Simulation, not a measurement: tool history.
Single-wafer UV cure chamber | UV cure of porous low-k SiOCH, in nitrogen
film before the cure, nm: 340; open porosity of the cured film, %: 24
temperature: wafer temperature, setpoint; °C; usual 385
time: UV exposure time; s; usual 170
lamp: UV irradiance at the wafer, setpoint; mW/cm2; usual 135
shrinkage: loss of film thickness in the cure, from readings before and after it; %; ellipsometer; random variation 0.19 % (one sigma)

run	hour	temperature	time	lamp	shrinkage
1	0	385	95	135	10.31
2	49	385	170	135	13.278
3	93.4	385	170	135	13.407
# hour 138.2: quartz window cleaned
4	158	385	170	135	13.878
5	204.5	385	170	135	13.988
6	273.9	385	170	153	14.264
7	420.4	385	170	153	14.128
8	468.4	385	170	135	13.82
9	494.5	385	170	135	13.149
10	534.8	385	170	135	13.573
# hour 548.1: quartz window cleaned
11	591.5	385	170	135	12.858
12	630.1	392	95	163	10.99
13	687.8	385	170	173	13.886
14	739	399	200	152	14.216
# hour 776.2: quartz window cleaned, repeated, since the last time left the tool worse
15	790.7	401	170	116	13.354
16	846.8	404	255	160	17.323
# hour 964.6: UV bulbs replaced
17	1041.6	377	250	123	14.979
18	1094.7	395	75	123	9.241
19	1141.5	402	95	135	10.934
# hour 1193.9: quartz window cleaned
20	1251.8	394	120	147	12.566
21	1319.1	385	170	135	13.817
22	1348.1	401	140	123	11.927
23	1403	385	170	135	13.306

The same runs without the tool's hidden state, with the same run-to-run variation:
The hidden state here: lamp output below its setpoint, %; transmission lost against a clean window, %.
run	shrinkage
1	10.97
2	13.996
3	14.146
4	13.958
5	14.212
6	14.638
7	14.673
8	14.404
9	13.717
10	14.176
11	14.069
12	12.298
13	15.397
14	15.827
15	13.449
16	17.607
17	15.564
18	9.81
19	11.539
20	12.908
21	14.333
22	12.454
23	13.931
